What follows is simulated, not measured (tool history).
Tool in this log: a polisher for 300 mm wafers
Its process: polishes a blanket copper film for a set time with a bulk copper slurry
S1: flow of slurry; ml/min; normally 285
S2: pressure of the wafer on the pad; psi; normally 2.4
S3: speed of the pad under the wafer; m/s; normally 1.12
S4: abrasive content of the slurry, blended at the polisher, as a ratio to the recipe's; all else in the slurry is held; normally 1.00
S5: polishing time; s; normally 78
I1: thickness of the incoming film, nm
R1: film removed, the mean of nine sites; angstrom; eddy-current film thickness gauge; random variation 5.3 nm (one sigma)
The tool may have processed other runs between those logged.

run 1 hour=0.0 | S1=285 S2=2.4 S3=1.12 S4=1.00 S5=78 | I1=2803.0 | R1=5632
-- hour=52.4 slurry blender recalibrated
run 2 hour=80.6 | S1=285 S2=2.0 S3=1.12 S4=1.00 S5=78 | I1=2746.4 | R1=4869
run 3 hour=187.4 | S1=285 S2=2.0 S3=1.12 S4=1.00 S5=78 | I1=2730.4 | R1=4724
run 4 hour=225.9 | S1=285 S2=2.0 S3=1.12 S4=1.00 S5=78 | I1=2799.9 | R1=4761
run 5 hour=291.3 | S1=285 S2=1.8 S3=1.40 S4=1.00 S5=78 | I1=2777.3 | R1=5135
run 6 hour=394.8 | S1=285 S2=1.8 S3=1.40 S4=1.00 S5=78 | I1=2775.7 | R1=5050
run 7 hour=436.0 | S1=285 S2=1.8 S3=1.40 S4=1.00 S5=78 | I1=2726.6 | R1=5005
-- hour=480.5 worn pad replaced by a new one
-- hour=485.1 slurry nozzle cleaned
run 8 hour=487.8 | S1=285 S2=2.4 S3=1.12 S4=0.75 S5=78 | I1=2805.7 | R1=5444
-- hour=567.9 head pressure recalibrated
run 9 hour=590.5 | S1=360 S2=3.1 S3=1.12 S4=0.80 S5=61 | I1=2757.7 | R1=5320
run 10 hour=676.5 | S1=285 S2=2.4 S3=0.88 S4=1.00 S5=78 | I1=2726.0 | R1=4810
-- hour=709.2 slurry blender recalibrated
run 11 hour=723.4 | S1=185 S2=1.8 S3=0.78 S4=1.00 S5=57 | I1=2809.5 | R1=2520
run 12 hour=791.7 | S1=320 S2=2.4 S3=1.12 S4=1.00 S5=78 | I1=2743.7 | R1=5625
run 13 hour=853.4 | S1=285 S2=2.6 S3=1.12 S4=1.00 S5=78 | I1=2768.6 | R1=5999
run 14 hour=902.7 | S1=360 S2=2.4 S3=1.12 S4=1.00 S5=78 | I1=2802.9 | R1=5558
run 15 hour=991.8 | S1=285 S2=2.4 S3=1.12 S4=1.00 S5=101 | I1=2742.6 | R1=6942
run 16 hour=1030.8 | S1=285 S2=2.4 S3=1.30 S4=0.75 S5=78 | I1=2747.1 | R1=5625
-- hour=1162.2 worn pad replaced by a new one
-- hour=1203.9 slurry nozzle cleaned
run 17 hour=1242.7 | S1=285 S2=2.4 S3=1.24 S4=1.00 S5=61 | I1=2769.7 | R1=4882
run 18 hour=1290.3 | S1=285 S2=2.4 S3=1.12 S4=1.00 S5=78 | I1=2775.0 | R1=5758
run 19 hour=1371.6 | S1=285 S2=2.4 S3=1.12 S4=1.00 S5=78 | I1=2779.7 | R1=5790
run 20 hour=1410.0 | S1=285 S2=2.4 S3=1.12 S4=1.00 S5=78 | I1=2762.9 | R1=5585
run 21 hour=1472.5 | S1=360 S2=2.1 S3=1.12 S4=0.85 S5=52 | I1=2819.7 | R1=3342
-- hour=1503.3 slurry blender recalibrated
run 22 hour=1527.0 | S1=240 S2=2.4 S3=1.12 S4=1.00 S5=66 | I1=2792.4 | R1=4655
run 23 hour=1690.3 | S1=285 S2=2.4 S3=1.12 S4=1.00 S5=78 | I1=2808.4 | R1=5349

Forecast run 24:
run 24 hour=1773.7 | S1=285 S2=2.4 S3=0.88 S4=1.00 S5=105 | I1=2783.9 | R1=?

{"run 24": {"R1": 5811}}
With no hidden state in the tool, this same run would have given R1 6550 angstrom.

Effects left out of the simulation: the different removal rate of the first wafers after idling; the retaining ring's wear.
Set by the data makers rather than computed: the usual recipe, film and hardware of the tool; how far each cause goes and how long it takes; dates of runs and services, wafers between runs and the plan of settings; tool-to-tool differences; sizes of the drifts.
